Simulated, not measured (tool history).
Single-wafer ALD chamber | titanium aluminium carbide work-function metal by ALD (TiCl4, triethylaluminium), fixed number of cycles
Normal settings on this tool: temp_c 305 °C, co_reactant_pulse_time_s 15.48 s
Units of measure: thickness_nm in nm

run    hour  temp_c  co_reactant_pulse_time_s  wafers since the last listed run  hours since the last thermocouple change  hours since the last triethylaluminium bottle change  hours since the showerhead was replaced  hours since the gauge calibration  read-back reference wafer on the same gauge, thickness_nm  thickness_nm
  1       0     305                     15.48                                 0                                    1463.1                                                 445.5                                   4740.9                             2186.8                                                      2.169          2.09
  2    51.7     305                     15.48                               448                                    1514.8                                                 497.2                                   4792.6                             2238.5                                                      2.169         2.095
  3    75.8     305                     15.48                               209                                    1538.9                                                 521.3                                   4816.7                             2262.6                                                      2.168         2.109
      132.2  -- thermocouple changed; heater temperature recalibrated
  4   132.7     305                     15.48                               424                                       0.5                                                 578.2                                   4873.6                             2319.5                                                      2.171         2.029
  5   218.4     305                     15.48                               744                                      86.2                                                 663.9                                   4959.3                             2405.2                                                      2.171         2.024
      270.9  -- gauge calibrated
  6   273.5     305                      11.7                               478                                     141.3                                                   719                                   5014.4                                2.6                                                      2.171         1.986
  7   305.9     305                      11.7                               281                                     173.7                                                 751.4                                   5046.8                                 35                                                      2.164          1.99
  8   377.8     305                      11.7                               624                                     245.6                                                 823.3                                   5118.7                              106.9                                                      2.174         1.985
  9   429.4     314                     19.45                               448                                     297.2                                                 874.9                                   5170.3                              158.5                                                      2.171         2.142
 10     475     310                     15.48                               395                                     342.8                                                 920.5                                   5215.9                              204.1                                                      2.166         2.092
      514.9  -- triethylaluminium bottle replaced
 11     519     310                     15.48                               312                                     386.8                                                   4.1                                   5259.9                              248.1                                                      2.166         2.085
 12   582.8     305                     15.48                               554                                     450.6                                                  67.9                                   5323.7                              311.9                                                       2.17          2.04
      634.9  -- showerhead replaced
 13   640.1     305                     12.46                               428                                     507.9                                                 125.2                                      5.2                              369.2                                                      2.168         2.016
 14   679.9     320                     15.48                               345                                     547.7                                                   165                                       45                                409                                                      2.168         2.203
 15   733.2     305                     19.56                               462                                       601                                                 218.3                                     98.3                              462.3                                                      2.171         2.064
 16   800.2     305                     19.38                               581                                       668                                                 285.3                                    165.3                              529.3                                                      2.168         2.035
 17   861.9     305                     15.48                               535                                     729.7                                                   347                                      227                                591                                                      2.166         2.061
 18   892.8     295                     11.26                               268                                     760.6                                                 377.9                                    257.9                              621.9                                                      2.172         1.902
 19   926.5     305                     15.48                               292                                     794.3                                                 411.6                                    291.6                              655.6                                                      2.169         2.057
 20   966.7     317                     15.48                               349                                     834.5                                                 451.8                                    331.8                              695.8                                                      2.178         2.168
 21  1037.1     310                     21.34                               611                                     904.9                                                 522.2                                    402.2                              766.2                                                      2.171         2.127
 22  1061.6     305                     15.48                               212                                     929.4                                                 546.7                                    426.7                              790.7                                                      2.175         2.051
 23  1093.9     305                     15.48                               280                                     961.7                                                   579                                      459                                823                                                      2.171         2.077
 24  1134.2     314                     18.14                               349                                      1002                                                 619.3                                    499.3                              863.3                                                      2.174          2.18
 25  1162.2     292                      9.75                               243                                      1030                                                 647.3                                    527.3                              891.3                                                      2.168         1.785
 26  1213.3     294                     15.48                               443                                    1081.1                                                 698.4                                    578.4                              942.4                                                      2.169         1.962
 27  1283.1     305                     15.48                               606                                    1150.9                                                 768.2                                    648.2                             1012.2                                                      2.171         2.052
 28  1347.3     305                     15.48                               557                                    1215.1                                                 832.4                                    712.4                             1076.4                                                      2.172         2.069
     1380.3  -- triethylaluminium bottle replaced
     1402.8  -- thermocouple changed; heater temperature recalibrated
 29  1404.5     318                     15.48                               357                                       1.7                                                  24.2                                    769.6                             1133.6                                                      2.172         2.157
 30  1440.7     299                      9.91                               314                                      37.9                                                  60.4                                    805.8                             1169.8                                                      2.172         1.837
 31  1465.5     305                     15.48                               215                                      62.7                                                  85.2                                    830.6                             1194.6                                                      2.169         2.009
 32  1504.3     305                     15.48                               336                                     101.5                                                   124                                    869.4                             1233.4                                                       2.17         2.013
 33  1542.2     310                     12.54                               329                                     139.4                                                 161.9                                    907.3                             1271.3                                                      2.171          2.04

Measured minus without-hidden-state, run by run (identical run-to-run variation in each term; gauge scatter may differ):
Hidden conditions of the tool in this case: wafer temperature above the value expected at the setpoint (K); triethylaluminium dose above that of a fresh bottle (%); gauge reads high (%).
run  thickness_nm
  1        +0.062
  2        +0.066
  3        +0.069
  4        +0.008
  5        +0.008
  6        +0.008
  7        +0.008
  8        +0.009
  9         +0.01
 10        +0.011
 11        +0.012
 12        +0.014
 13        +0.015
 14        +0.016
 15        +0.018
 16        +0.019
 17        +0.023
 18        +0.023
 19        +0.025
 20        +0.027
 21         +0.03
 22        +0.031
 23        +0.034
 24        +0.036
 25        +0.033
 26        +0.039
 27        +0.043
 28        +0.048
 29        -0.009
 30        -0.008
 31        -0.008
 32        -0.008
 33        -0.009
